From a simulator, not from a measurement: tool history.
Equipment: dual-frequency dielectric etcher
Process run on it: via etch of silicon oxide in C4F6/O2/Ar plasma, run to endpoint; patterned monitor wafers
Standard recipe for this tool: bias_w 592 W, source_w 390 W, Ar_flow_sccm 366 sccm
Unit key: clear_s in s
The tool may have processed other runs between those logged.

| run | day | bias_w | source_w | Ar_flow_sccm | incoming incoming film thickness, nm | clear_s |
|---|---|---|---|---|---|---|
| 1 | 0 | 592 | 390 | 366 | 197.8 | 39.7 |
| 2 | 0.817 | 592 | 390 | 366 | 198 | 39.4 |
|  | 2.3 | upper electrode replaced |
| 3 | 2.321 | 592 | 390 | 366 | 197.3 | 39.4 |
| 4 | 2.942 | 592 | 390 | 366 | 198.7 | 39.7 |
| 5 | 3.846 | 592 | 390 | 366 | 196.5 | 39.1 |
| 6 | 4.804 | 592 | 320 | 366 | 197.6 | 44.5 |
| 7 | 5.846 | 592 | 320 | 366 | 197.7 | 44.5 |
| 8 | 6.512 | 684 | 320 | 366 | 198.2 | 42.4 |
|  | 6.775 | Ar flow controller replaced |
|  | 8.079 | wet clean of the chamber |
| 9 | 8.1 | 592 | 390 | 366 | 196.9 | 40.4 |
| 10 | 8.379 | 592 | 390 | 366 | 200.5 | 41.2 |
| 11 | 9.45 | 592 | 390 | 366 | 199 | 40.7 |
| 12 | 10.408 | 592 | 460 | 320 | 200.4 | 36.7 |
| 13 | 11.608 | 733 | 430 | 402 | 198 | 36.1 |
| 14 | 12.733 | 592 | 390 | 366 | 198.8 | 40.3 |
| 15 | 13.533 | 592 | 390 | 366 | 197.8 | 40 |
|  | 14.046 | bias power generator calibrated |
| 16 | 14.162 | 670 | 300 | 366 | 198.1 | 45.6 |
| 17 | 14.975 | 592 | 390 | 366 | 199.6 | 40.6 |
| 18 | 16.058 | 592 | 330 | 449 | 197.4 | 45.1 |
| 19 | 16.938 | 532 | 290 | 321 | 198.3 | 49.3 |

Run 20 is up next; what results do you expect?
| 20 | 18.292 | 526 | 390 | 397 | 198.1 | ? |

clear_s: 42.1 s
Without the tool's hidden state the same run would have given clear_s 42.6 s.
